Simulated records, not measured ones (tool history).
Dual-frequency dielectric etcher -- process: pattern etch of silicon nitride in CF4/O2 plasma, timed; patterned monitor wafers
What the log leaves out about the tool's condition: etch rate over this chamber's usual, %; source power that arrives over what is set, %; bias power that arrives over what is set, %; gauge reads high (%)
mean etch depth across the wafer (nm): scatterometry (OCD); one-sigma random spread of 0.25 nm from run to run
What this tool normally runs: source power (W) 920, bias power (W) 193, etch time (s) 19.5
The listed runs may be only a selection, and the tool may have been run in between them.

run   hour  source power (W)  bias power (W)  etch time (s)  wafers since the last listed run  hours since the last wet clean  hours since the last source power generator calibration  hours since the last bias power generator calibration  hours since the last upper electrode change  hours since the gauge calibration  read-back reference wafer on the same gauge, depth_nm  mean etch depth across the wafer (nm)
  1      0               920             193           19.5                                 0                             442                                                   3920.9                                                 1704.4                                       3439.2                                8.2                                                   71.3                                     80
  2   14.4               920             193           19.5                               146                           456.4                                                   3935.3                                                 1718.8                                       3453.6                               22.6                                                   71.3                                   79.7
  3   22.3               920             193           19.5                                80                           464.3                                                   3943.2                                                 1726.7                                       3461.5                               30.5                                                   71.2                                   80.5
  4   40.1               920             193           19.5                               181                           482.1                                                     3961                                                 1744.5                                       3479.3                               48.3                                                   71.4                                   80.3
  5   50.9               920             193           19.5                               110                           492.9                                                   3971.8                                                 1755.3                                       3490.1                               59.1                                                   71.3                                   80.2
  6   58.6               920             193           19.5                                78                           500.6                                                   3979.5                                                   1763                                       3497.8                               66.8                                                   71.3                                   80.6
  7   75.5               920             193           19.5                               172                           517.5                                                   3996.4                                                 1779.9                                       3514.7                               83.7                                                   71.4                                   80.1
  8   82.4               920             193           19.5                                70                           524.4                                                   4003.3                                                 1786.8                                       3521.6                               90.6                                                   71.4                                   80.4
     115.7  -- upper electrode replaced
  9  116.2               920             193           19.5                                99                           558.2                                                   4037.1                                                 1820.6                                          0.5                              124.4                                                   71.3                                   80.3
 10  116.5               920             193             24                                 3                           558.5                                                   4037.4                                                 1820.9                                          0.8                              124.7                                                   71.4                                   99.2
 11  116.9               920             193           19.5                                 4                           558.9                                                   4037.8                                                 1821.3                                          1.2                              125.1                                                   71.3                                   80.9
 12  117.7               920             193           19.5                                 8                           559.7                                                   4038.6                                                 1822.1                                            2                              125.9                                                   71.2                                   80.8
 13  134.9               920             193           19.5                               175                           576.9                                                   4055.8                                                 1839.3                                         19.2                              143.1                                                   71.2                                   80.9
 14  143.8               920             193           19.5                                90                           585.8                                                   4064.7                                                 1848.2                                         28.1                                152                                                   71.3                                   80.5
 15    155              1140             240           19.5                               114                             597                                                   4075.9                                                 1859.4                                         39.3                              163.2                                                   71.3                                  101.4
     171.6  -- source power generator calibrated
 16    206               830             238             14                               478                             648                                                     34.4                                                 1910.4                                         90.3                              214.2                                                   71.4                                   58.3
 17  212.8              1090             193           19.5                                69                           654.8                                                     41.2                                                 1917.2                                         97.1                                221                                                   71.3                                   91.9
 18  219.1               920             193             15                                64                           661.1                                                     47.5                                                 1923.5                                        103.4                              227.3                                                   71.2                                   62.6
 19  236.1               800             193           23.5                               173                           678.1                                                     64.5                                                 1940.5                                        120.4                              244.3                                                   71.4                                   89.2
     260.4  -- gauge calibrated
     267.5  -- wet clean of the chamber
     269.7  -- bias power generator calibrated
 20  270.2               920             193           19.5                                80                             2.7                                                     98.6                                                    0.5                                        154.5                                9.8                                                   71.3                                   78.3
 21  270.5              1100             165           21.5                                 3                               3                                                     98.9                                                    0.8                                        154.8                               10.1                                                   71.3                                   93.2
 22  280.1               920             193           19.5                                97                            12.6                                                    108.5                                                   10.4                                        164.4                               19.7                                                   71.2                                   78.7
 23  292.6               920             224             16                               127                            25.1                                                      121                                                   22.9                                        176.9                               32.2                                                   71.3                                   67.1
 24  302.2               860             235           19.5                                97                            34.7                                                    130.6                                                   32.5                                        186.5                               41.8                                                   71.4                                   79.7
 25  315.5              1020             180           19.5                               135                              48                                                    143.9                                                   45.8                                        199.8                               55.1                                                   71.4                                   82.7
 26  327.6               920             228           19.5                               123                            60.1                                                      156                                                   57.9                                        211.9                               67.2                                                   71.3                                   83.2
 27  344.4               920             193           19.5                               171                            76.9                                                    172.8                                                   74.7                                        228.7                                 84                                                   71.2                                   78.2
 28  359.3               710             168           24.5                               151                            91.8                                                    187.7                                                   89.6                                        243.6                               98.9                                                   71.2                                   79.1
 29  373.5              1040             148             16                               144                             106                                                    201.9                                                  103.8                                        257.8                              113.1                                                   71.3                                   65.3

What if the next run were any one of these 4? Each begins from the tool's condition after run 29:
  A  373.9               920             232           19.5                                 4                           106.4                                                    202.3                                                  104.2                                        258.2                              113.5                                                      ?                                      ?
  B  373.9               920             226             15                                 4                           106.4                                                    202.3                                                  104.2                                        258.2                              113.5                                                      ?                                      ?
  C  373.9               920             238             16                                 4                           106.4                                                    202.3                                                  104.2                                        258.2                              113.5                                                      ?                                      ?
  D  373.9              1040             193           21.5                                 4                           106.4                                                    202.3                                                  104.2                                        258.2                              113.5                                                      ?                                      ?

run  read-back reference wafer on the same gauge, depth_nm  mean etch depth across the wafer (nm)
  A                                                   71.3                                     84
  B                                                   71.3                                     64
  C                                                   71.3                                   69.5
  D                                                   71.3                                   95.1
With no hidden state in the tool, these same runs would have given:
run  mean etch depth across the wafer (nm)
  A                                   82.2
  B                                   62.7
  C                                   68.1
  D                                   93.2
